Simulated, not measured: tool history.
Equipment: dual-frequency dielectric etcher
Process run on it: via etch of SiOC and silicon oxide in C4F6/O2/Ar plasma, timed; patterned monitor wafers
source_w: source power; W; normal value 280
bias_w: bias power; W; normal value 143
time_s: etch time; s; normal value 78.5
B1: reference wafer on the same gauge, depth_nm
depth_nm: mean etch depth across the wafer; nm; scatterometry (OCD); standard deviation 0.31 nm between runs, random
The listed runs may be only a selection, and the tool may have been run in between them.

run 1 hour=0.0 | source_w=280 bias_w=151 time_s=78.5 | B1=74.0 | depth_nm=77.9
run 2 hour=47.6 | source_w=280 bias_w=151 time_s=78.5 | B1=74.1 | depth_nm=77.7
run 3 hour=133.8 | source_w=280 bias_w=143 time_s=78.5 | B1=74.0 | depth_nm=76.4
run 4 hour=241.2 | source_w=280 bias_w=143 time_s=78.5 | B1=74.1 | depth_nm=76.4
-- hour=367.3 wet clean of the chamber
run 5 hour=367.8 | source_w=280 bias_w=143 time_s=78.5 | B1=74.0 | depth_nm=75.6
run 6 hour=398.9 | source_w=280 bias_w=143 time_s=78.5 | B1=74.0 | depth_nm=75.9
run 7 hour=443.8 | source_w=280 bias_w=143 time_s=78.5 | B1=74.0 | depth_nm=76.7
run 8 hour=491.7 | source_w=280 bias_w=159 time_s=78.5 | B1=74.1 | depth_nm=80.0
run 9 hour=594.2 | source_w=280 bias_w=143 time_s=78.5 | B1=74.0 | depth_nm=75.6
run 10 hour=664.9 | source_w=280 bias_w=143 time_s=78.5 | B1=73.9 | depth_nm=76.0
run 11 hour=712.0 | source_w=280 bias_w=143 time_s=78.5 | B1=74.1 | depth_nm=75.7
-- hour=762.0 gauge calibrated
run 12 hour=793.3 | source_w=240 bias_w=118 time_s=97.0 | B1=74.1 | depth_nm=82.6
-- hour=835.8 upper electrode replaced
run 13 hour=846.4 | source_w=340 bias_w=153 time_s=86.5 | B1=73.9 | depth_nm=92.1
-- hour=1062.9 bias power generator calibrated
-- hour=1103.4 wet clean of the chamber
run 14 hour=1103.9 | source_w=220 bias_w=143 time_s=78.5 | B1=73.8 | depth_nm=72.1
-- hour=1134.5 source power generator calibrated
run 15 hour=1177.2 | source_w=280 bias_w=143 time_s=78.5 | B1=74.0 | depth_nm=76.1
run 16 hour=1268.1 | source_w=240 bias_w=143 time_s=71.5 | B1=74.2 | depth_nm=66.1
run 17 hour=1366.9 | source_w=280 bias_w=143 time_s=61.5 | B1=74.0 | depth_nm=59.7
run 18 hour=1442.1 | source_w=280 bias_w=143 time_s=78.5 | B1=74.0 | depth_nm=76.2
run 19 hour=1497.5 | source_w=280 bias_w=143 time_s=78.5 | B1=74.0 | depth_nm=76.3
run 20 hour=1568.6 | source_w=280 bias_w=143 time_s=78.5 | B1=74.0 | depth_nm=75.6
run 21 hour=1619.7 | source_w=280 bias_w=143 time_s=71.5 | B1=74.0 | depth_nm=69.1
run 22 hour=1677.6 | source_w=230 bias_w=143 time_s=57.5 | B1=73.9 | depth_nm=52.5

5 options for the next run, each taken on its own from the tool as it stands now. Forecast them:
run A hour=1678.0 | source_w=280 bias_w=143 time_s=86.5 | B1=? | depth_nm=?
run B hour=1678.0 | source_w=230 bias_w=143 time_s=78.5 | B1=? | depth_nm=?
run C hour=1678.0 | source_w=280 bias_w=121 time_s=78.5 | B1=? | depth_nm=?
run D hour=1678.0 | source_w=280 bias_w=143 time_s=96.0 | B1=? | depth_nm=?
run E hour=1678.0 | source_w=340 bias_w=111 time_s=62.5 | B1=? | depth_nm=?

run=A B1=74.1 depth_nm=84.0
run=B B1=74.1 depth_nm=71.7
run=C B1=74.1 depth_nm=71.3
run=D B1=74.1 depth_nm=93.3
run=E B1=74.1 depth_nm=58.5
With the hidden condition removed and each run's random variation left untouched, the same runs would have given:
run=A depth_nm=84.0
run=B depth_nm=71.7
run=C depth_nm=71.3
run=D depth_nm=93.2
run=E depth_nm=58.5
